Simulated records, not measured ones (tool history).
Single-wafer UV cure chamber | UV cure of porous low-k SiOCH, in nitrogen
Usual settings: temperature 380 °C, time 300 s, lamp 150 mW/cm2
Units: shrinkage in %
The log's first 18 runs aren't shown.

run	day	temperature	time	lamp	shrinkage
# day 35.129: UV bulbs replaced
# day 37.617: quartz window cleaned
19	37.638	380	300	150	15.987
20	39.646	390	385	174	17.858
21	42.3	363	255	130	13.83
22	43.8	380	230	112	12.802
23	46.454	380	300	150	14.945
24	48.029	380	300	150	15.254
25	49.912	391	220	150	13.718
26	51.854	380	300	150	14.615
27	54.583	365	455	120	15.367
28	55.683	392	185	183	13.511
29	62.017	363	125	120	8.608
30	64.667	375	210	114	10.927
31	66.358	397	415	150	15.795
32	67.833	363	255	130	12.5
# day 68.492: quartz window cleaned
33	69.042	392	365	161	15.758

4 ways to go on from here, each from the tool as it stands after run 33. What would each give?
A	69.062	380	425	150	?
B	69.062	364	300	129	?
C	69.062	380	300	132	?
D	69.062	360	220	181	?

run	shrinkage
A	16.211
B	13.268
C	13.726
D	13.325
Without the tool's hidden state the same runs would have given:
run	shrinkage
A	18.469
B	15.452
C	15.926
D	15.511
